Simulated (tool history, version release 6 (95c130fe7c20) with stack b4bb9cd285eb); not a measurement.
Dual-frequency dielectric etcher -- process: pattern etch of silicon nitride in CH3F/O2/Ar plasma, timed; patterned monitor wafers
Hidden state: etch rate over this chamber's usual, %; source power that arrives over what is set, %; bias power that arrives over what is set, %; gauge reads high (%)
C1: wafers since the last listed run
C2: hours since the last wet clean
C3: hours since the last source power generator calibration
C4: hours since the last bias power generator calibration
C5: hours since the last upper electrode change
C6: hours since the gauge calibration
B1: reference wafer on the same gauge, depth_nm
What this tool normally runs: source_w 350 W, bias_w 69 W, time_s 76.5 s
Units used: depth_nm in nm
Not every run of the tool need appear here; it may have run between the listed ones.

Run 1, hour 0: usual settings but time_s 84.5 s; C1 0; C2 108.8; C3 2529.3; C4 657.1; C5 2964.9; C6 137; B1 44.8. Result: depth_nm 53.6 nm.
Run 2, hour 149.4: usual settings but source_w 390 W; C1 2092; C2 258.2; C3 2678.7; C4 806.5; C5 3114.3; C6 286.4; B1 44.8. Result: depth_nm 51.6 nm.
Run 3, hour 201.1: usual settings but source_w 390 W; C1 724; C2 309.9; C3 2730.4; C4 858.2; C5 3166; C6 338.1; B1 44.7. Result: depth_nm 51.5 nm.
Run 4, hour 263.7: usual settings; C1 876; C2 372.5; C3 2793; C4 920.8; C5 3228.6; C6 400.7; B1 44.7. Result: depth_nm 48.6 nm.
Run 5, hour 302.1: usual settings; C1 537; C2 410.9; C3 2831.4; C4 959.2; C5 3267; C6 439.1; B1 44.8. Result: depth_nm 48.3 nm.
Run 6, hour 336.6: usual settings; C1 483; C2 445.4; C3 2865.9; C4 993.7; C5 3301.5; C6 473.6; B1 44.8. Result: depth_nm 48.2 nm.
Run 7, hour 367.1: usual settings; C1 427; C2 475.9; C3 2896.4; C4 1024.2; C5 3332; C6 504.1; B1 44.8. Result: depth_nm 48.1 nm.
Run 8, hour 391.1: usual settings; C1 336; C2 499.9; C3 2920.4; C4 1048.2; C5 3356; C6 528.1; B1 44.8. Result: depth_nm 48.4 nm.
At hour 419.6: wet clean of the chamber.
Run 9, hour 420.1: usual settings but bias_w 63 W; C1 70; C2 0.5; C3 2949.4; C4 1077.2; C5 3385; C6 557.1; B1 44.9. Result: depth_nm 46.2 nm.
At hour 459.7: upper electrode replaced.
Run 10, hour 460.2: usual settings; C1 225; C2 40.6; C3 2989.5; C4 1117.3; C5 0.5; C6 597.2; B1 44.8. Result: depth_nm 48.2 nm.
Run 11, hour 470.4: usual settings; C1 142; C2 50.8; C3 2999.7; C4 1127.5; C5 10.7; C6 607.4; B1 44.8. Result: depth_nm 47.8 nm.
At hour 537.8: gauge calibrated.
Run 12, hour 548.9: usual settings but source_w 400 W, bias_w 78 W, time_s 95.5 s; C1 1099; C2 129.3; C3 3078.2; C4 1206; C5 89.2; C6 11.1; B1 44.8. Result: depth_nm 68.6 nm.
Run 13, hour 617.7: usual settings; C1 963; C2 198.1; C3 3147; C4 1274.8; C5 158; C6 79.9; B1 44.7. Result: depth_nm 48.1 nm.
Run 14, hour 658: usual settings but source_w 390 W, bias_w 62 W, time_s 87.5 s; C1 564; C2 238.4; C3 3187.3; C4 1315.1; C5 198.3; C6 120.2; B1 44.7. Result: depth_nm 55.1 nm.
Run 15, hour 725.2: usual settings but source_w 430 W, bias_w 82 W, time_s 92.5 s; C1 941; C2 305.6; C3 3254.5; C4 1382.3; C5 265.5; C6 187.4; B1 44.8. Result: depth_nm 70.7 nm.
Run 16, hour 756.2: usual settings but source_w 390 W, bias_w 81 W, time_s 63.5 s; C1 434; C2 336.6; C3 3285.5; C4 1413.3; C5 296.5; C6 218.4; B1 44.8. Result: depth_nm 45.6 nm.
At hour 799.7: source power generator calibrated.
Run 17, hour 800.2: usual settings but time_s 93.5 s; C1 560; C2 380.6; C3 0.5; C4 1457.3; C5 340.5; C6 262.4; B1 44.8. Result: depth_nm 58.8 nm.
Run 18, hour 837.5: usual settings but source_w 400 W, bias_w 82 W; C1 522; C2 417.9; C3 37.8; C4 1494.6; C5 377.8; C6 299.7; B1 44.7. Result: depth_nm 56.2 nm.
At hour 849: bias power generator calibrated.
Run 19, hour 902: usual settings but source_w 380 W, bias_w 60 W, time_s 62.5 s; C1 847; C2 482.4; C3 102.3; C4 53; C5 442.3; C6 364.2; B1 44.8. Result: depth_nm 39 nm.
At hour 942.4: wet clean of the chamber.
Run 20, hour 962.2: usual settings; C1 506; C2 19.8; C3 162.5; C4 113.2; C5 502.5; C6 424.4; B1 44.8. Result: depth_nm 48.5 nm.
Run 21, hour 1024.5: usual settings but source_w 280 W, time_s 54.5 s; C1 872; C2 82.1; C3 224.8; C4 175.5; C5 564.8; C6 486.7; B1 44.8. Result: depth_nm 30 nm.
Run 22, hour 1053.9: usual settings but source_w 320 W, time_s 65 s; C1 411; C2 111.5; C3 254.2; C4 204.9; C5 594.2; C6 516.1; B1 44.8. Result: depth_nm 39 nm.
Run 23, hour 1079.2: usual settings; C1 354; C2 136.8; C3 279.5; C4 230.2; C5 619.5; C6 541.4; B1 44.7. Result: depth_nm 48.4 nm.

Had the tool no unlogged condition, and each run kept its random variation, what would the results have been?
run  depth_nm
  1      53.7
  2      51.8
  3      51.7
  4      48.8
  5      48.5
  6      48.4
  7      48.4
  8      48.7
  9      46.5
 10      48.6
 11      48.2
 12      69.3
 13      48.7
 14      55.7
 15      71.7
 16      46.2
 17      59.7
 18      57.1
 19      38.9
 20      48.3
 21      29.9
 22      38.9
 23      48.2
